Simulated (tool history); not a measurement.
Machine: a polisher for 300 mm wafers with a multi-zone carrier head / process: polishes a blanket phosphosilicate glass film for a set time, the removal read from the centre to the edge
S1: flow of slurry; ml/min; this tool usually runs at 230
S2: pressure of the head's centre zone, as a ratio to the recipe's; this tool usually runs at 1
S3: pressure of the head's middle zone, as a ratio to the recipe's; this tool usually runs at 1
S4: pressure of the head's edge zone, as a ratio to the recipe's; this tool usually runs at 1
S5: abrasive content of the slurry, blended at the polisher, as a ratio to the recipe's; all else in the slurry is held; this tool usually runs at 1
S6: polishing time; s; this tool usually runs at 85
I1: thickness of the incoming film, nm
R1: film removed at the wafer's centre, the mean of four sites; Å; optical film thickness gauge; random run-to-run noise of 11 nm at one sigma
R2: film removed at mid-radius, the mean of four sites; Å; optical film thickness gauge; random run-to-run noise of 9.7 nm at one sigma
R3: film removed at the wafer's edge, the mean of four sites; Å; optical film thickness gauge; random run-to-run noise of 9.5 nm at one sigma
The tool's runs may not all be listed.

run   hour   S1   S2    S3    S4    S5   S6      I1     R1     R2     R3
  1      0  230    1     1     1   1.2   85  3262.4   9501   9557   9668
  2   12.1  230    1     1     1   1.2   85  3160.7   9336   9608   9599
  3   29.3  255    1  0.89  1.09  0.75   85  3231.1   7302   6714   7640
  4   42.8  230    1     1     1     1  114  3192.4  11068  11351  11392
  5   57.8  230    1     1     1     1   85  3245.8   7977   7998   8189
      67.8  -- worn pad replaced by a new one
  6   81.5  230    1  1.03     1   0.9  115  3181.9  11115  11521  11541
  7   91.7  230  1.1  1.09  0.89  1.25   85  3208.7  10571  10447   9447
  8  108.4  230    1     1     1     1   85  3181.2   8609   8508   8709
  9  122.2  230    1     1     1     1   85  3225.6   8346   8316   8601
     134.2  -- centre zone pressure recalibrated
 10  137.6  295    1  1.09     1     1   55  3225.2   5593   5970   5608
 11  155.1  230    1   0.9  1.04     1   85  3197.2   7703   7303   8189
 12  171.9  160    1  0.88     1     1   85  3254.2   6608   6048   7218
     187.3  -- worn pad replaced by a new one
 13  187.8  230    1  0.92  1.05     1   85    3187   8383   7974   8947

What will run 14 give?
 14  191.8  230   1   1   1   1  85  3181.9   ?   ?   ?

{"run 14": {"R1": 8248, "R2": 8572, "R3": 8684}}
Were there no unlogged condition in the tool, this run, its random variation unchanged, would have produced R1 9388 Å, R2 9638 Å, R3 9510 Å.

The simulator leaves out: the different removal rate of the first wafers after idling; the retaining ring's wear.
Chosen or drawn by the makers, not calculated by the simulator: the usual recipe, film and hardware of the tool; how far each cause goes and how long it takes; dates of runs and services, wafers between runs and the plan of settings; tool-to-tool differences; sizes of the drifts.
